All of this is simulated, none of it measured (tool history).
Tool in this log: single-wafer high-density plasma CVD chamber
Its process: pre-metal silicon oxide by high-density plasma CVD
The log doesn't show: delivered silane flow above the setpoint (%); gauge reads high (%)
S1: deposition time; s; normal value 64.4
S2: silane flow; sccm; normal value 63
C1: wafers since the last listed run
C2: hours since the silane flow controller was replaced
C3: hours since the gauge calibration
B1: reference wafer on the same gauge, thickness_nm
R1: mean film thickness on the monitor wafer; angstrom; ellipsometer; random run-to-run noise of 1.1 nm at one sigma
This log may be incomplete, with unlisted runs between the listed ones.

Run 1, hour 0: usual settings; C1 0; C2 4947; C3 246.6; B1 384.217. Result: R1 4078.51 angstrom.
Run 2, hour 9.1: usual settings; C1 205; C2 4956.1; C3 255.7; B1 384.392. Result: R1 4093.55 angstrom.
Run 3, hour 16.6: usual settings; C1 169; C2 4963.6; C3 263.2; B1 383.932. Result: R1 4081.19 angstrom.
Run 4, hour 31.3: usual settings; C1 331; C2 4978.3; C3 277.9; B1 383.618. Result: R1 4085.45 angstrom.
Run 5, hour 48.7: usual settings; C1 392; C2 4995.7; C3 295.3; B1 384.455. Result: R1 4078.8 angstrom.
Run 6, hour 58.3: usual settings; C1 216; C2 5005.3; C3 304.9; B1 384.445. Result: R1 4080.04 angstrom.
Run 7, hour 72.1: usual settings; C1 311; C2 5019.1; C3 318.7; B1 384.026. Result: R1 4086.67 angstrom.
Run 8, hour 88: usual settings; C1 358; C2 5035; C3 334.6; B1 383.654. Result: R1 4065.68 angstrom.
Run 9, hour 98.3: usual settings; C1 232; C2 5045.3; C3 344.9; B1 384.325. Result: R1 4096.68 angstrom.
Run 10, hour 107.9: usual settings but S2 53 sccm; C1 216; C2 5054.9; C3 354.5; B1 384.153. Result: R1 3625.18 angstrom.
Run 11, hour 116.7: usual settings but S2 53 sccm; C1 198; C2 5063.7; C3 363.3; B1 383.866. Result: R1 3620.21 angstrom.
Run 12, hour 122.7: usual settings but S2 53 sccm; C1 135; C2 5069.7; C3 369.3; B1 384.208. Result: R1 3617.83 angstrom.
Run 13, hour 139.3: usual settings; C1 374; C2 5086.3; C3 385.9; B1 384.176. Result: R1 4073.38 angstrom.
Run 14, hour 150.6: usual settings; C1 254; C2 5097.6; C3 397.2; B1 384.267. Result: R1 4085.95 angstrom.
Run 15, hour 168.5: usual settings; C1 403; C2 5115.5; C3 415.1; B1 383.692. Result: R1 4078.12 angstrom.
At hour 188.8: silane flow controller replaced.
Run 16, hour 189.3: usual settings; C1 288; C2 0.5; C3 435.9; B1 383.738. Result: R1 4089.52 angstrom.
Run 17, hour 202.9: usual settings; C1 306; C2 14.1; C3 449.5; B1 383.921. Result: R1 4091.44 angstrom.
Run 18, hour 239.1: usual settings; C1 816; C2 50.3; C3 485.7; B1 383.587. Result: R1 4096.9 angstrom.
Run 19, hour 252.7: usual settings; C1 306; C2 63.9; C3 499.3; B1 384.168. Result: R1 4079.51 angstrom.
At hour 257.4: gauge calibrated.
Run 20, hour 268.4: usual settings; C1 353; C2 79.6; C3 11; B1 384.031. Result: R1 4087.17 angstrom.
Run 21, hour 285.5: usual settings; C1 385; C2 96.7; C3 28.1; B1 384.019. Result: R1 4088.35 angstrom.
Run 22, hour 292.8: usual settings but S1 68.7 s, S2 60 sccm; C1 164; C2 104; C3 35.4; B1 383.866. Result: R1 4217.6 angstrom.
Run 23, hour 309.6: usual settings; C1 378; C2 120.8; C3 52.2; B1 383.893. Result: R1 4090.75 angstrom.
Run 24, hour 321.6: usual settings but S2 73 sccm; C1 270; C2 132.8; C3 64.2; B1 383.901. Result: R1 4547.75 angstrom.
Run 25, hour 328: usual settings but S2 75 sccm; C1 144; C2 139.2; C3 70.6; B1 384.586. Result: R1 4639.98 angstrom.
Run 26, hour 340.3: usual settings but S1 74.1 s; C1 277; C2 151.5; C3 82.9; B1 384.335. Result: R1 4714.94 angstrom.
Run 27, hour 349.2: usual settings but S1 72.2 s, S2 58 sccm; C1 200; C2 160.4; C3 91.8; B1 383.789. Result: R1 4328.22 angstrom.
Run 28, hour 359: usual settings but S1 70.4 s, S2 74 sccm; C1 220; C2 170.2; C3 101.6; B1 383.402. Result: R1 5014.02 angstrom.
Run 29, hour 369.7: usual settings but S1 55.8 s, S2 74 sccm; C1 241; C2 180.9; C3 112.3; B1 384.051. Result: R1 3979.65 angstrom.
Run 30, hour 377.5: usual settings but S1 56.1 s, S2 53 sccm; C1 175; C2 188.7; C3 120.1; B1 384.14. Result: R1 3148.17 angstrom.
Run 31, hour 385.2: usual settings but S1 77 s, S2 68 sccm; C1 173; C2 196.4; C3 127.8; B1 383.858. Result: R1 5161.71 angstrom.
Run 32, hour 396.5: usual settings but S1 51.9 s; C1 254; C2 207.7; C3 139.1; B1 384.196. Result: R1 3287.98 angstrom.
Run 33, hour 404.9: usual settings but S1 58.4 s; C1 189; C2 216.1; C3 147.5; B1 384.267. Result: R1 3725.14 angstrom.
Run 34, hour 416.5: usual settings but S1 52.2 s, S2 51 sccm; C1 261; C2 227.7; C3 159.1; B1 383.827. Result: R1 2860.14 angstrom.
Run 35, hour 432.1: usual settings but S1 74.6 s, S2 52 sccm; C1 351; C2 243.3; C3 174.7; B1 384.119. Result: R1 4134.22 angstrom.
Run 36, hour 440: usual settings but S1 54.8 s; C1 178; C2 251.2; C3 182.6; B1 383.66. Result: R1 3476.35 angstrom.
Run 37, hour 451.2: usual settings; C1 252; C2 262.4; C3 193.8; B1 383.903. Result: R1 4081.77 angstrom.
Run 38, hour 460.1: usual settings but S2 53 sccm; C1 200; C2 271.3; C3 202.7; B1 384.059. Result: R1 3620.66 angstrom.
Run 39, hour 473.4: usual settings; C1 299; C2 284.6; C3 216; B1 384.274. Result: R1 4100.46 angstrom.
Run 40, hour 481.3: usual settings but S1 74.2 s; C1 178; C2 292.5; C3 223.9; B1 383.698. Result: R1 4704.67 angstrom.
Run 41, hour 492.7: usual settings but S1 69.3 s, S2 73 sccm; C1 257; C2 303.9; C3 235.3; B1 384.048. Result: R1 4890.45 angstrom.

Describe how what the log doesn't record of the tool's condition differs between the last listed run preceding each entry between runs and the first listed run following it.
After run 15, before run 16: silane flow controller replaced (hour 188.8)
  nothing in the hidden state changes from one run to the other
After run 19, before run 20: gauge calibrated (hour 257.4)
  nothing in the hidden state changes from one run to the other
